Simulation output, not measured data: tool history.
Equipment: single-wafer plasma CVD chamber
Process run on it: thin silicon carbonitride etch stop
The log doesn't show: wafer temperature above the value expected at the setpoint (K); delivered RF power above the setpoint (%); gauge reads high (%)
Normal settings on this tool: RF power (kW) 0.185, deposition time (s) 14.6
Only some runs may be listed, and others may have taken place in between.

run,hour,RF power (kW),deposition time (s),wafers since the last listed run,hours since the last thermocouple change,hours since the last RF generator calibration,hours since the showerhead was replaced,hours since the gauge calibration,"read-back reference wafer on the same gauge, thickness_nm",mean film thickness on the monitor wafer (nm)
1,0.0,0.185,14.6,0,2406.3,1770.4,3598.7,363.8,9.669,8.788
2,17.8,0.185,14.6,546,2424.1,1788.2,3616.5,381.6,9.668,8.801
3,33.0,0.185,14.6,466,2439.3,1803.4,3631.7,396.8,9.670,8.798
4,50.8,0.185,14.6,546,2457.1,1821.2,3649.5,414.6,9.669,8.803
5,68.7,0.185,14.6,549,2475.0,1839.1,3667.4,432.5,9.669,8.803
# hour 83.5: RF generator calibrated
6,84.0,0.185,14.6,224,2490.3,0.5,3682.7,447.8,9.671,8.684
7,88.4,0.200,14.6,135,2494.7,4.9,3687.1,452.2,9.675,8.845
8,101.1,0.185,16.0,389,2507.4,17.6,3699.8,464.9,9.671,9.489
9,108.9,0.185,14.6,239,2515.2,25.4,3707.6,472.7,9.671,8.684
10,126.3,0.185,14.6,534,2532.6,42.8,3725.0,490.1,9.668,8.688
11,141.5,0.185,14.6,466,2547.8,58.0,3740.2,505.3,9.671,8.673
12,156.3,0.185,14.6,454,2562.6,72.8,3755.0,520.1,9.673,8.687
13,173.5,0.185,14.6,527,2579.8,90.0,3772.2,537.3,9.671,8.683
# hour 185.5: RF generator calibrated, repeated, since the last time left the tool worse
14,186.0,0.170,15.6,138,2592.3,0.5,3784.7,549.8,9.670,9.304
15,197.7,0.215,11.7,359,2604.0,12.2,3796.4,561.5,9.672,7.359
16,236.5,0.185,14.6,1190,2642.8,51.0,3835.2,600.3,9.668,8.873
17,244.0,0.215,11.7,230,2650.3,58.5,3842.7,607.8,9.670,7.342
18,261.3,0.170,17.0,530,2667.6,75.8,3860.0,625.1,9.670,10.119
19,268.6,0.155,16.8,224,2674.9,83.1,3867.3,632.4,9.674,9.784
# hour 274.1: gauge calibrated
# hour 282.4: thermocouple changed; heater temperature recalibrated
20,284.7,0.170,12.0,248,2.3,99.2,3883.4,10.6,9.669,7.159
21,299.8,0.205,12.7,463,17.4,114.3,3898.5,25.7,9.670,7.887
22,305.9,0.155,16.0,187,23.5,120.4,3904.6,31.8,9.670,9.322
23,323.8,0.205,11.8,549,41.4,138.3,3922.5,49.7,9.674,7.301
# hour 337.1: showerhead replaced
24,338.8,0.185,14.6,214,56.4,153.3,1.7,64.7,9.670,8.879
25,349.8,0.215,16.7,337,67.4,164.3,12.7,75.7,9.667,10.477
26,403.0,0.175,16.8,1632,120.6,217.5,65.9,128.9,9.672,10.047
27,414.1,0.170,17.2,340,131.7,228.6,77.0,140.0,9.675,10.210
28,429.6,0.165,17.2,475,147.2,244.1,92.5,155.5,9.673,10.135
29,439.3,0.150,15.5,297,156.9,253.8,102.2,165.2,9.672,8.970
30,456.4,0.200,13.0,524,174.0,270.9,119.3,182.3,9.669,8.010
31,467.5,0.205,12.5,340,185.1,282.0,130.4,193.4,9.669,7.736
32,479.8,0.185,14.6,377,197.4,294.3,142.7,205.7,9.668,8.840
33,491.7,0.170,12.6,365,209.3,306.2,154.6,217.6,9.670,7.477
34,502.4,0.170,15.5,328,220.0,316.9,165.3,228.3,9.669,9.216

5 ways to go on from here, each from the tool as it stands after run 34. What would each give?
A,502.8,0.210,14.6,12,220.4,317.3,165.7,228.7,?,?
B,502.8,0.150,12.1,12,220.4,317.3,165.7,228.7,?,?
C,502.8,0.200,17.4,12,220.4,317.3,165.7,228.7,?,?
D,502.8,0.205,15.5,12,220.4,317.3,165.7,228.7,?,?
E,502.8,0.185,13.7,12,220.4,317.3,165.7,228.7,?,?

run,"read-back reference wafer on the same gauge, thickness_nm",mean film thickness on the monitor wafer (nm)
A,9.670,9.092
B,9.670,6.999
C,9.670,10.716
D,9.670,9.600
E,9.670,8.291
Had the tool no hidden state, the same runs would have come out as:
run,mean film thickness on the monitor wafer (nm)
A,9.153
B,7.045
C,10.787
D,9.664
E,8.346
